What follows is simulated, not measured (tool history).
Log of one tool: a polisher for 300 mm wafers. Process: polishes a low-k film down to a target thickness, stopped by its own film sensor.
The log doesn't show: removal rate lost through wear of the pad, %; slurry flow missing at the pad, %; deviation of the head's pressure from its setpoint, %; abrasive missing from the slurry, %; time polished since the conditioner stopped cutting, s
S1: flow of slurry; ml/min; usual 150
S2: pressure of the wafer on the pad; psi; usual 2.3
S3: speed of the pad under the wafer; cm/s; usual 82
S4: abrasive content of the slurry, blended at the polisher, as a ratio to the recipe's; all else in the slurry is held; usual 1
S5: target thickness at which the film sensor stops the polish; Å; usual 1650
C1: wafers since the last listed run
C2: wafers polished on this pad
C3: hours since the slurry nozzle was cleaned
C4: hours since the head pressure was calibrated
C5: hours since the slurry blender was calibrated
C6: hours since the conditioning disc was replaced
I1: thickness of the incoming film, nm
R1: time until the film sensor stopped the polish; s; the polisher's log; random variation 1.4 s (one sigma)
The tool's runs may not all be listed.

| run | day | S1 | S2 | S3 | S4 | S5 | C1 | C2 | C3 | C4 | C5 | C6 | I1 | R1 |
|---|---|---|---|---|---|---|---|---|---|---|---|---|---|---|
| 1 | 0 | 175 | 2.3 | 82 | 1 | 1650 | 0 | 3998 | 407.7 | 1059.4 | 33.3 | 349.9 | 213.2 | 135.8 |
|  | 1.404 | head pressure recalibrated |
| 2 | 1.488 | 175 | 2.3 | 82 | 1 | 1650 | 388 | 4387 | 443.4 | 2 | 69 | 385.6 | 209.1 | 115 |
| 3 | 4.258 | 180 | 1.5 | 82 | 1 | 1650 | 765 | 5153 | 509.9 | 68.5 | 135.5 | 452.1 | 213.7 | 197.7 |
|  | 5.796 | slurry nozzle cleaned |
| 4 | 5.979 | 150 | 2.3 | 82 | 1 | 1650 | 464 | 5617 | 4.4 | 109.8 | 176.8 | 493.4 | 210.8 | 126.9 |
|  | 6.154 | conditioning disc replaced and pad reconditioned |
|  | 6.9 | worn pad replaced by a new one |
| 5 | 8.971 | 120 | 2.3 | 66 | 1 | 1650 | 757 | 572 | 76.2 | 181.6 | 248.6 | 67.6 | 209.6 | 157.1 |
| 6 | 10.383 | 100 | 2.3 | 82 | 1 | 1650 | 390 | 963 | 110.1 | 215.5 | 282.5 | 101.5 | 209.2 | 135 |
| 7 | 13.238 | 150 | 2.3 | 96 | 1.25 | 1650 | 789 | 1752 | 178.6 | 284 | 351 | 170 | 207.9 | 101.3 |
| 8 | 15.221 | 190 | 1.9 | 62 | 1 | 1650 | 548 | 2300 | 226.2 | 331.6 | 398.6 | 217.6 | 209.2 | 202.9 |
| 9 | 17.125 | 150 | 2.3 | 60 | 0.85 | 1650 | 526 | 2827 | 271.9 | 377.3 | 444.3 | 263.3 | 209.9 | 193.5 |
| 10 | 18.258 | 175 | 2.3 | 54 | 1 | 1550 | 313 | 3140 | 299.1 | 404.5 | 471.5 | 290.5 | 210.4 | 241.7 |
| 11 | 20.262 | 175 | 2.7 | 82 | 1 | 1650 | 554 | 3694 | 347.2 | 452.6 | 519.6 | 338.6 | 210.2 | 125 |
|  | 21.729 | slurry blender recalibrated |
| 12 | 25.912 | 170 | 2.7 | 82 | 1.15 | 1500 | 1538 | 5233 | 482.8 | 588.2 | 100.4 | 474.2 | 212.1 | 140.8 |
|  | 26.583 | conditioning disc replaced and pad reconditioned |
| 13 | 27.096 | 150 | 2.3 | 82 | 0.8 | 1650 | 304 | 5537 | 511.2 | 616.6 | 128.8 | 12.3 | 207.9 | 138 |
|  | 28.267 | slurry nozzle cleaned |
| 14 | 29.821 | 175 | 2.7 | 82 | 1 | 1650 | 741 | 6279 | 37.3 | 682 | 194.2 | 77.7 | 209.9 | 111.5 |
|  | 30.479 | worn pad replaced by a new one |
| 15 | 32.162 | 150 | 2.8 | 102 | 1 | 1650 | 601 | 465 | 93.5 | 738.2 | 250.4 | 133.9 | 209.7 | 95.3 |
| 16 | 33.392 | 150 | 2.7 | 102 | 1 | 1650 | 339 | 804 | 123 | 767.7 | 279.9 | 163.4 | 208.7 | 97.5 |
| 17 | 35.596 | 150 | 2.3 | 82 | 1 | 1650 | 609 | 1414 | 175.9 | 820.6 | 332.8 | 216.3 | 208.7 | 138 |
| 18 | 39.508 | 175 | 2.3 | 82 | 1 | 1650 | 1081 | 2495 | 269.8 | 914.5 | 426.7 | 310.2 | 213 | 151.6 |
|  | 45 | slurry blender recalibrated |
| 19 | 45.017 | 170 | 2.7 | 82 | 1.15 | 1500 | 1499 | 3995 | 402 | 1046.7 | 0.4 | 442.4 | 210.2 | 146 |
|  | 46.917 | slurry nozzle cleaned |
| 20 | 47.929 | 150 | 1.9 | 82 | 1.3 | 1650 | 793 | 4789 | 24.3 | 1116.6 | 70.3 | 512.3 | 212.7 | 155.4 |
|  | 49.688 | conditioning disc replaced and pad reconditioned |
| 21 | 49.85 | 150 | 3.1 | 82 | 1 | 1650 | 507 | 5297 | 70.4 | 1162.7 | 116.4 | 3.9 | 210.8 | 105.3 |
|  | 51.958 | worn pad replaced by a new one |
| 22 | 52.162 | 150 | 2.3 | 82 | 1 | 1610 | 593 | 56 | 125.9 | 1218.2 | 171.9 | 59.4 | 212.8 | 162.1 |
|  | 53.267 | head pressure recalibrated |
| 23 | 54.975 | 110 | 1.8 | 82 | 1 | 1650 | 754 | 810 | 193.4 | 41 | 239.4 | 126.9 | 211.4 | 167 |
| 24 | 56.9 | 150 | 2.6 | 82 | 0.7 | 1650 | 532 | 1343 | 239.6 | 87.2 | 285.6 | 173.1 | 210.5 | 132.5 |
| 25 | 58.058 | 125 | 2.3 | 72 | 1 | 1650 | 320 | 1663 | 267.4 | 115 | 313.4 | 200.9 | 210.3 | 144.6 |

4 ways to go on from here, each from the tool as it stands after run 25. What would each give?
| A | 58.075 | 150 | 2.6 | 82 | 1 | 1650 | 4 | 1667 | 267.8 | 115.4 | 313.8 | 201.3 | 211.2 | ? |
| B | 58.075 | 150 | 2.7 | 82 | 1.1 | 1650 | 4 | 1667 | 267.8 | 115.4 | 313.8 | 201.3 | 211.2 | ? |
| C | 58.075 | 190 | 2.3 | 82 | 1 | 1810 | 4 | 1667 | 267.8 | 115.4 | 313.8 | 201.3 | 211.2 | ? |
| D | 58.075 | 120 | 2.8 | 82 | 1.2 | 1600 | 4 | 1667 | 267.8 | 115.4 | 313.8 | 201.3 | 211.2 | ? |

| run | R1 |
|---|---|
| A | 113.8 |
| B | 105 |
| C | 81.6 |
| D | 111.8 |
Without the tool's hidden state the same runs would have given:
| run | R1 |
|---|---|
| A | 104.2 |
| B | 96.4 |
| C | 74.6 |
| D | 102.8 |
